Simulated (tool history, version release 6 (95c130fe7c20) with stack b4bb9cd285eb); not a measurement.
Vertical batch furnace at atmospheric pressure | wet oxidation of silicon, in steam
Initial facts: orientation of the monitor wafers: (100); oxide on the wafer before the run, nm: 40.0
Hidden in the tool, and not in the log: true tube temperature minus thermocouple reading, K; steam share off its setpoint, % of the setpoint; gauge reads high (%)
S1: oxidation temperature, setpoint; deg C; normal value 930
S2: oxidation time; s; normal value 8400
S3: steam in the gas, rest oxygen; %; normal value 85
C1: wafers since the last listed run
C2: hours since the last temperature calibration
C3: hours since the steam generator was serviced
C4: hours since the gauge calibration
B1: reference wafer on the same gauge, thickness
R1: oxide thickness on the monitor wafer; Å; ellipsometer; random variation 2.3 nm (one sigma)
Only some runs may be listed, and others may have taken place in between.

run    hour   S1     S2  S3    C1      C2      C3      C4      B1      R1
  1       0  930   8400  85     0  3774.1  1852.3  1084.6  494.81  4163.4
  2    57.3  930   8400  85   336  3831.4  1909.6  1141.9  495.55  4176.7
  3   121.9  930   8400  85   379    3896  1974.2  1206.5  494.45  4176.5
  4   169.1  930   8400  85   277  3943.2  2021.4  1253.7  494.73    4175
  5   218.6  930   9900  85   291  3992.7  2070.9  1303.2   494.2  4632.6
  6   245.3  910  10920  85   157  4019.4  2097.6  1329.9  494.98  4244.4
  7   282.3  910  10920  85   217  4056.4  2134.6  1366.9  495.18  4222.6
  8   465.2  930   8400  85  1075  4239.3  2317.5  1549.8  495.38  4149.1
  9     522  930   8400  85   334  4296.1  2374.3  1606.6  495.29    4076
 10   561.8  930   8400  88   234  4335.9  2414.1  1646.4  494.05  4162.7
 11   618.4  930   8400  88   332  4392.5  2470.7    1703  496.28  4184.4
 12   681.6  930   8400  88   371  4455.7  2533.9  1766.2  494.92  4153.8
 13     731  930   8400  85   290  4505.1  2583.3  1815.6  494.74  4092.5
 14   766.5  930   8400  85   208  4540.6  2618.8  1851.1  494.87  4120.3
 15   807.9  930   8400  85   243    4582  2660.2  1892.5  495.39  4082.2
      872.2  -- steam generator serviced
 16   872.7  930   6930  81   239  4646.8     0.5  1957.3  495.43  3558.8
 17   887.2  930   8400  85    85  4661.3      15  1971.8  495.21  4241.7
 18     946  917   8400  85   345  4720.1    73.8  2030.6  494.85  3800.4
 19     973  917   8400  85   158  4747.1   100.8  2057.6  494.93  3796.9
 20  1007.2  949   8400  85   201  4781.3     135  2091.8   494.8  4897.1
     1064.7  -- gauge calibrated
 21  1142.8  948  11910  95   797  4916.9   270.6    78.1  495.51  6644.9
 22  1180.2  930   8400  97   219  4954.3     308   115.5   495.1  4628.4
 23  1228.3  930   8400  85   282  5002.4   356.1   163.6  494.95  4190.1
     1281.7  -- thermocouples replaced and temperature profile calibrated
 24  1357.5  949  10710  96   618    75.8   485.3   292.8  494.71  6224.6
 25  1381.8  939   8400  85   142   100.1   509.6   317.1  494.33  4535.7
 26  1426.7  917   8400  85   264     145   554.5     362  495.97  3795.3
 27  1455.8  910  10920  85   171   174.1   583.6   391.1  494.73    4307
 28  1518.3  930   8400  89   367   236.6   646.1   453.6   494.7  4394.2
 29  1543.5  930   8400  85   148   261.8   671.3   478.8  494.75  4222.2
 30  1588.4  930   8400  85   264   306.7   716.2   523.7  494.51  4244.7
 31  1650.2  930   5130  85   363   368.5     778   585.5  494.77  2960.3
 32  1712.8  917   6930  85   368   431.1   840.6   648.1  494.99  3271.5
 33  1762.4  914  11880  92   291   480.7   890.2   697.7   495.5  4986.7
 34    1814  930   4950  85   303   532.3   941.8   749.3  494.49  2889.4
 35  1864.9  930   9990  85   299   583.2   992.7   800.2  494.73  4768.2
 36  1891.8  930   5970  91   158   610.1  1019.6   827.1  494.76  3464.1
 37  1952.8  910   5220  85   358   671.1  1080.6   888.1  494.79    2504
 38  2018.3  921   8400  85   385   736.6  1146.1   953.6  495.93  3898.7
 39  2066.5  930  10860  85   283   784.8  1194.3  1001.8  494.75  5032.1

Predict each of these 3 candidate next runs independently; none follows another, all start after run 39:
  A  2073.2  930  8400  85  39  791.5  1201  1008.5   ?   ?
  B  2073.2  911  5880  74  39  791.5  1201  1008.5   ?   ?
  C  2073.2  921  7170  94  39  791.5  1201  1008.5   ?   ?

run      B1      R1
  A  495.19    4166
  B  495.19  2468.9
  C  495.19  3711.1
The same runs, with their run-to-run variation unchanged, on a tool lacking any hidden condition would have given:
run      R1
  A  4229.8
  B  2507.6
  C  3768.9

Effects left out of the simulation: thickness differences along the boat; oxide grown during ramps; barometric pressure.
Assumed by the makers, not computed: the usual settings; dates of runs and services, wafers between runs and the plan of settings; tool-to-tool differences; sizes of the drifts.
